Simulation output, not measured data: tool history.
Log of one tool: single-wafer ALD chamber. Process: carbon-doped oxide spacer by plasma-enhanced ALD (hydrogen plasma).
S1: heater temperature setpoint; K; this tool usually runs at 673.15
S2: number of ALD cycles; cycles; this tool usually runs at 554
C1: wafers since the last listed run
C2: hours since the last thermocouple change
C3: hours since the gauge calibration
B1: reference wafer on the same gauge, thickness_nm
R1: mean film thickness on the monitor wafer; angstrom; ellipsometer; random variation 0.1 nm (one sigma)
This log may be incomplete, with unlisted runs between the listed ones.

{"run": 1, "hour": 0.0, "S1": 676.15, "S2": 492, "C1": 0, "C2": 134.4, "C3": 1716.0, "B1": 23.117, "R1": 249.59}
{"run": 2, "hour": 56.3, "S1": 676.15, "S2": 492, "C1": 43, "C2": 190.7, "C3": 1772.3, "B1": 23.109, "R1": 251.5}
{"run": 3, "hour": 92.7, "S1": 676.15, "S2": 492, "C1": 28, "C2": 227.1, "C3": 1808.7, "B1": 23.085, "R1": 248.8}
{"run": 4, "hour": 152.8, "S1": 673.15, "S2": 554, "C1": 46, "C2": 287.2, "C3": 1868.8, "B1": 23.114, "R1": 283.06}
{"run": 5, "hour": 366.1, "S1": 673.15, "S2": 554, "C1": 165, "C2": 500.5, "C3": 2082.1, "B1": 23.106, "R1": 282.58}
{"run": 6, "hour": 413.3, "S1": 673.15, "S2": 621, "C1": 36, "C2": 547.7, "C3": 2129.3, "B1": 23.109, "R1": 316.16}
{"run": 7, "hour": 471.6, "S1": 673.15, "S2": 621, "C1": 45, "C2": 606.0, "C3": 2187.6, "B1": 23.107, "R1": 317.19}
{"run": 8, "hour": 523.3, "S1": 673.15, "S2": 621, "C1": 40, "C2": 657.7, "C3": 2239.3, "B1": 23.087, "R1": 316.02}
{"run": 9, "hour": 703.3, "S1": 673.15, "S2": 554, "C1": 140, "C2": 837.7, "C3": 2419.3, "B1": 23.07, "R1": 280.83}
{"run": 10, "hour": 746.5, "S1": 673.15, "S2": 554, "C1": 33, "C2": 880.9, "C3": 2462.5, "B1": 23.07, "R1": 282.09}
{"run": 11, "hour": 929.0, "S1": 673.15, "S2": 554, "C1": 141, "C2": 1063.4, "C3": 2645.0, "B1": 23.093, "R1": 281.16}
{"run": 12, "hour": 969.7, "S1": 673.15, "S2": 554, "C1": 31, "C2": 1104.1, "C3": 2685.7, "B1": 23.079, "R1": 280.79}
{"run": 13, "hour": 1023.2, "S1": 673.15, "S2": 530, "C1": 41, "C2": 1157.6, "C3": 2739.2, "B1": 23.125, "R1": 270.92}
{"run": 14, "hour": 1073.7, "S1": 673.15, "S2": 530, "C1": 39, "C2": 1208.1, "C3": 2789.7, "B1": 23.079, "R1": 269.77}
{"run": 15, "hour": 1142.2, "S1": 673.15, "S2": 530, "C1": 53, "C2": 1276.6, "C3": 2858.2, "B1": 23.107, "R1": 268.88}
{"run": 16, "hour": 1182.0, "S1": 673.15, "S2": 554, "C1": 30, "C2": 1316.4, "C3": 2898.0, "B1": 23.089, "R1": 280.15}
{"hour": 1265.3, "done": "gauge calibrated"}
{"run": 17, "hour": 1296.9, "S1": 673.15, "S2": 554, "C1": 89, "C2": 1431.3, "C3": 31.6, "B1": 23.081, "R1": 280.39}
{"run": 18, "hour": 1493.0, "S1": 673.15, "S2": 554, "C1": 152, "C2": 1627.4, "C3": 227.7, "B1": 23.1, "R1": 281.17}
{"run": 19, "hour": 1522.6, "S1": 673.15, "S2": 554, "C1": 23, "C2": 1657.0, "C3": 257.3, "B1": 23.077, "R1": 281.25}
{"run": 20, "hour": 1586.6, "S1": 673.15, "S2": 554, "C1": 49, "C2": 1721.0, "C3": 321.3, "B1": 23.099, "R1": 281.07}
{"run": 21, "hour": 1619.5, "S1": 673.15, "S2": 554, "C1": 25, "C2": 1753.9, "C3": 354.2, "B1": 23.104, "R1": 279.4}
{"run": 22, "hour": 1648.1, "S1": 673.15, "S2": 554, "C1": 22, "C2": 1782.5, "C3": 382.8, "B1": 23.102, "R1": 279.51}
{"run": 23, "hour": 1704.9, "S1": 678.15, "S2": 654, "C1": 44, "C2": 1839.3, "C3": 439.6, "B1": 23.062, "R1": 325.0}
{"run": 24, "hour": 1755.4, "S1": 663.15, "S2": 620, "C1": 39, "C2": 1889.8, "C3": 490.1, "B1": 23.114, "R1": 317.12}
{"run": 25, "hour": 1793.5, "S1": 673.15, "S2": 554, "C1": 29, "C2": 1927.9, "C3": 528.2, "B1": 23.113, "R1": 280.55}
{"run": 26, "hour": 1820.5, "S1": 677.15, "S2": 554, "C1": 21, "C2": 1954.9, "C3": 555.2, "B1": 23.095, "R1": 278.56}
{"run": 27, "hour": 1889.1, "S1": 669.15, "S2": 554, "C1": 53, "C2": 2023.5, "C3": 623.8, "B1": 23.117, "R1": 282.88}
{"run": 28, "hour": 1950.1, "S1": 673.15, "S2": 458, "C1": 47, "C2": 2084.5, "C3": 684.8, "B1": 23.13, "R1": 232.3}
{"run": 29, "hour": 2008.2, "S1": 667.15, "S2": 501, "C1": 45, "C2": 2142.6, "C3": 742.9, "B1": 23.087, "R1": 257.0}
{"run": 30, "hour": 2079.7, "S1": 673.15, "S2": 505, "C1": 55, "C2": 2214.1, "C3": 814.4, "B1": 23.067, "R1": 254.73}
{"hour": 2099.1, "done": "thermocouple changed; heater temperature recalibrated"}
{"run": 31, "hour": 2138.5, "S1": 662.15, "S2": 494, "C1": 39, "C2": 39.4, "C3": 873.2, "B1": 23.114, "R1": 253.86}
{"run": 32, "hour": 2205.0, "S1": 673.15, "S2": 554, "C1": 51, "C2": 105.9, "C3": 939.7, "B1": 23.088, "R1": 285.45}
{"run": 33, "hour": 2249.3, "S1": 659.15, "S2": 652, "C1": 34, "C2": 150.2, "C3": 984.0, "B1": 23.105, "R1": 333.11}
{"run": 34, "hour": 2277.8, "S1": 661.15, "S2": 526, "C1": 22, "C2": 178.7, "C3": 1012.5, "B1": 23.112, "R1": 270.84}
{"run": 35, "hour": 2332.5, "S1": 673.15, "S2": 554, "C1": 42, "C2": 233.4, "C3": 1067.2, "B1": 23.064, "R1": 282.56}
{"run": 36, "hour": 2392.6, "S1": 667.15, "S2": 494, "C1": 46, "C2": 293.5, "C3": 1127.3, "B1": 23.102, "R1": 256.22}
{"run": 37, "hour": 2443.1, "S1": 681.15, "S2": 660, "C1": 39, "C2": 344.0, "C3": 1177.8, "B1": 23.091, "R1": 331.58}
{"run": 38, "hour": 2530.2, "S1": 673.15, "S2": 554, "C1": 67, "C2": 431.1, "C3": 1264.9, "B1": 23.097, "R1": 284.22}
{"run": 39, "hour": 2566.5, "S1": 665.15, "S2": 520, "C1": 28, "C2": 467.4, "C3": 1301.2, "B1": 23.108, "R1": 267.01}
{"run": 40, "hour": 2620.3, "S1": 667.15, "S2": 494, "C1": 41, "C2": 521.2, "C3": 1355.0, "B1": 23.117, "R1": 255.36}
{"run": 41, "hour": 2656.4, "S1": 673.15, "S2": 554, "C1": 28, "C2": 557.3, "C3": 1391.1, "B1": 23.111, "R1": 283.02}
{"run": 42, "hour": 2713.2, "S1": 668.15, "S2": 598, "C1": 44, "C2": 614.1, "C3": 1447.9, "B1": 23.11, "R1": 307.92}
{"run": 43, "hour": 2877.5, "S1": 673.15, "S2": 554, "C1": 127, "C2": 778.4, "C3": 1612.2, "B1": 23.087, "R1": 283.21}

The logged runs with the hidden state left out (each run's random variation unchanged):
The tool's hidden condition here consists of: wafer temperature above the value expected at the setpoint (K); gauge reads high (%).
run=1 R1=249.89
run=2 R1=252.10
run=3 R1=249.57
run=4 R1=284.24
run=5 R1=284.68
run=6 R1=318.71
run=7 R1=319.97
run=8 R1=318.97
run=9 R1=283.94
run=10 R1=285.31
run=11 R1=284.75
run=12 R1=284.44
run=13 R1=274.53
run=14 R1=273.44
run=15 R1=272.62
run=16 R1=284.10
run=17 R1=284.49
run=18 R1=285.46
run=19 R1=285.57
run=20 R1=285.44
run=21 R1=283.77
run=22 R1=283.90
run=23 R1=330.23
run=24 R1=317.12
run=25 R1=285.04
run=26 R1=283.10
run=27 R1=283.96
run=28 R1=236.09
run=29 R1=257.00
run=30 R1=258.93
run=31 R1=253.86
run=32 R1=285.83
run=33 R1=333.11
run=34 R1=270.84
run=35 R1=283.68
run=36 R1=256.22
run=37 R1=333.58
run=38 R1=286.27
run=39 R1=267.01
run=40 R1=255.36
run=41 R1=285.54
run=42 R1=307.92
run=43 R1=286.41
